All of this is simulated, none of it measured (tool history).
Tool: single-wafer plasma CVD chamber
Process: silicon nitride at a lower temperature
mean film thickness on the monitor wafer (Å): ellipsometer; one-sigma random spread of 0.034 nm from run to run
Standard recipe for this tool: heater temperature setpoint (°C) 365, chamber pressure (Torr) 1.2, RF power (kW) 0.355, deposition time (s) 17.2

| run | day | heater temperature setpoint (°C) | chamber pressure (Torr) | RF power (kW) | deposition time (s) | read-back reference wafer on the same gauge, thickness_nm | mean film thickness on the monitor wafer (Å) |
|---|---|---|---|---|---|---|---|
| 1 | 0 | 365 | 1.2 | 0.395 | 17.2 | 18.802 | 208.2 |
| 2 | 0.512 | 365 | 1.2 | 0.395 | 17.2 | 18.797 | 207.49 |
| 3 | 0.967 | 365 | 1.2 | 0.34 | 17.2 | 18.799 | 195.7 |
| 4 | 1.312 | 365 | 1.2 | 0.34 | 17.2 | 18.799 | 195.64 |
| 5 | 1.575 | 365 | 1.28 | 0.355 | 17.2 | 18.806 | 202.18 |
| 6 | 1.979 | 365 | 1.2 | 0.355 | 17.2 | 18.797 | 198.26 |
| 7 | 2.425 | 365 | 1.2 | 0.355 | 17.2 | 18.793 | 198.31 |
| 8 | 2.725 | 365 | 1.2 | 0.355 | 17.2 | 18.799 | 199.24 |
| 9 | 3.088 | 365 | 1.2 | 0.355 | 17.2 | 18.804 | 198.93 |
|  | 3.8 | capacitance manometer re-zeroed and calibrated |
| 10 | 4.633 | 365 | 1.2 | 0.355 | 17.2 | 18.798 | 198.56 |
| 11 | 5.083 | 365 | 1.38 | 0.375 | 15.4 | 18.8 | 187.97 |
|  | 5.758 | gauge calibrated |
| 12 | 5.825 | 373 | 1.08 | 0.315 | 15 | 18.803 | 160.38 |
| 13 | 6.533 | 369 | 1.01 | 0.415 | 15.3 | 18.801 | 179.93 |
| 14 | 6.917 | 365 | 1.2 | 0.305 | 17.2 | 18.799 | 186.78 |
|  | 7.762 | thermocouple changed; heater temperature recalibrated |
|  | 7.921 | RF generator calibrated |
| 15 | 7.942 | 365 | 1.2 | 0.39 | 17.2 | 18.797 | 213.43 |
| 16 | 7.954 | 365 | 1.2 | 0.395 | 17.2 | 18.799 | 213.86 |
| 17 | 8.488 | 365 | 1.38 | 0.355 | 20.3 | 18.797 | 250.96 |
| 18 | 9.025 | 359 | 1.2 | 0.32 | 17.2 | 18.803 | 197.26 |
|  | 9.612 | showerhead replaced |
| 19 | 9.633 | 352 | 1.46 | 0.415 | 18.8 | 18.803 | 251.59 |
| 20 | 10.146 | 365 | 1.2 | 0.355 | 17.2 | 18.795 | 205.1 |
| 21 | 10.883 | 379 | 1.2 | 0.355 | 17.2 | 18.796 | 204.6 |
| 22 | 11.475 | 365 | 1.2 | 0.355 | 17.2 | 18.801 | 205.67 |
| 23 | 11.967 | 358 | 0.94 | 0.29 | 17.2 | 18.793 | 179.48 |
| 24 | 12.471 | 365 | 1.2 | 0.355 | 17.2 | 18.8 | 205.32 |
| 25 | 12.983 | 365 | 1.2 | 0.355 | 17.2 | 18.8 | 205.07 |
| 26 | 13.725 | 365 | 1.2 | 0.355 | 17.2 | 18.795 | 204.86 |

Run 27, settings as shown, results not yet in. Your forecast:
| 27 | 14.204 | 365 | 1.2 | 0.355 | 17.2 | ? | ? |

Run 27 gave read-back reference wafer on the same gauge, thickness_nm 18.801, mean film thickness on the monitor wafer (Å) 205.09.
The same run, on a tool lacking any hidden state, would have yielded mean film thickness on the monitor wafer (Å) 205.85.
